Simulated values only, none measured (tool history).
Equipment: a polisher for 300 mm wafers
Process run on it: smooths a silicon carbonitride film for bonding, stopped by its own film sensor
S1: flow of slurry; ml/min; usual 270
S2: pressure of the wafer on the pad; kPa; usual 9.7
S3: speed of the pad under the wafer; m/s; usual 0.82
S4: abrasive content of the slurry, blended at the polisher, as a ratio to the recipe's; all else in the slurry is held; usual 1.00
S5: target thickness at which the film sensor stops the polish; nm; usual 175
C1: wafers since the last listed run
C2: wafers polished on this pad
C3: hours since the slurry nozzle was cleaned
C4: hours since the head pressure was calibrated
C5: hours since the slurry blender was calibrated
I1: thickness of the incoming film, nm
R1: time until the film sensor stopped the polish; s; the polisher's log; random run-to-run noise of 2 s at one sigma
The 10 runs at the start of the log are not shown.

{"hour": 260.5, "done": "slurry nozzle cleaned, repeated, since the last time left the tool worse"}
{"run": 11, "hour": 261.9, "S1": 270, "S2": 9.7, "S3": 0.64, "S4": 0.8, "S5": 175, "C1": 92, "C2": 268, "C3": 1.4, "C4": 101.8, "C5": 283.3, "I1": 199.2, "R1": 258.8}
{"run": 12, "hour": 289.8, "S1": 270, "S2": 9.7, "S3": 0.96, "S4": 1.2, "S5": 175, "C1": 148, "C2": 416, "C3": 29.3, "C4": 129.7, "C5": 311.2, "I1": 200.1, "R1": 169.1}
{"run": 13, "hour": 301.9, "S1": 355, "S2": 8.3, "S3": 0.68, "S4": 1.25, "S5": 175, "C1": 64, "C2": 480, "C3": 41.4, "C4": 141.8, "C5": 323.3, "I1": 201.5, "R1": 229.4}
{"run": 14, "hour": 322.5, "S1": 195, "S2": 11.7, "S3": 0.82, "S4": 1.0, "S5": 168, "C1": 109, "C2": 590, "C3": 62.0, "C4": 162.4, "C5": 343.9, "I1": 196.6, "R1": 211.6}
{"run": 15, "hour": 354.3, "S1": 270, "S2": 9.7, "S3": 0.82, "S4": 1.0, "S5": 169, "C1": 169, "C2": 759, "C3": 93.8, "C4": 194.2, "C5": 375.7, "I1": 201.1, "R1": 258.7}
{"run": 16, "hour": 366.9, "S1": 270, "S2": 9.7, "S3": 0.82, "S4": 1.0, "S5": 175, "C1": 67, "C2": 826, "C3": 106.4, "C4": 206.8, "C5": 388.3, "I1": 201.2, "R1": 213.6}
{"hour": 389.8, "done": "worn pad replaced by a new one"}
{"hour": 391.5, "done": "slurry blender recalibrated"}
{"run": 17, "hour": 395.8, "S1": 270, "S2": 9.7, "S3": 0.74, "S4": 1.0, "S5": 175, "C1": 123, "C2": 22, "C3": 135.3, "C4": 235.7, "C5": 4.3, "I1": 202.7, "R1": 236.7}
{"run": 18, "hour": 428.4, "S1": 270, "S2": 9.7, "S3": 0.82, "S4": 1.0, "S5": 175, "C1": 173, "C2": 196, "C3": 167.9, "C4": 268.3, "C5": 36.9, "I1": 202.9, "R1": 227.6}
{"run": 19, "hour": 441.5, "S1": 240, "S2": 9.7, "S3": 0.82, "S4": 1.0, "S5": 175, "C1": 69, "C2": 265, "C3": 181.0, "C4": 281.4, "C5": 50.0, "I1": 198.8, "R1": 195.2}
{"run": 20, "hour": 477.4, "S1": 300, "S2": 9.7, "S3": 0.68, "S4": 1.3, "S5": 175, "C1": 190, "C2": 456, "C3": 216.9, "C4": 317.3, "C5": 85.9, "I1": 199.2, "R1": 188.8}
{"run": 21, "hour": 507.5, "S1": 240, "S2": 10.3, "S3": 0.68, "S4": 1.0, "S5": 175, "C1": 160, "C2": 616, "C3": 247.0, "C4": 347.4, "C5": 116.0, "I1": 198.0, "R1": 204.3}
{"run": 22, "hour": 541.4, "S1": 235, "S2": 9.7, "S3": 0.82, "S4": 1.25, "S5": 175, "C1": 180, "C2": 797, "C3": 280.9, "C4": 381.3, "C5": 149.9, "I1": 196.1, "R1": 154.3}

Predict the results of run 23:
{"run": 23, "hour": 558.0, "S1": 245, "S2": 9.7, "S3": 0.98, "S4": 1.15, "S5": 175, "C1": 88, "C2": 885, "C3": 297.5, "C4": 397.9, "C5": 166.5, "I1": 204.0, "R1": "?"}

R1: 198.1 s
The same run, on a tool lacking any hidden state, would have yielded R1 196.4 s.

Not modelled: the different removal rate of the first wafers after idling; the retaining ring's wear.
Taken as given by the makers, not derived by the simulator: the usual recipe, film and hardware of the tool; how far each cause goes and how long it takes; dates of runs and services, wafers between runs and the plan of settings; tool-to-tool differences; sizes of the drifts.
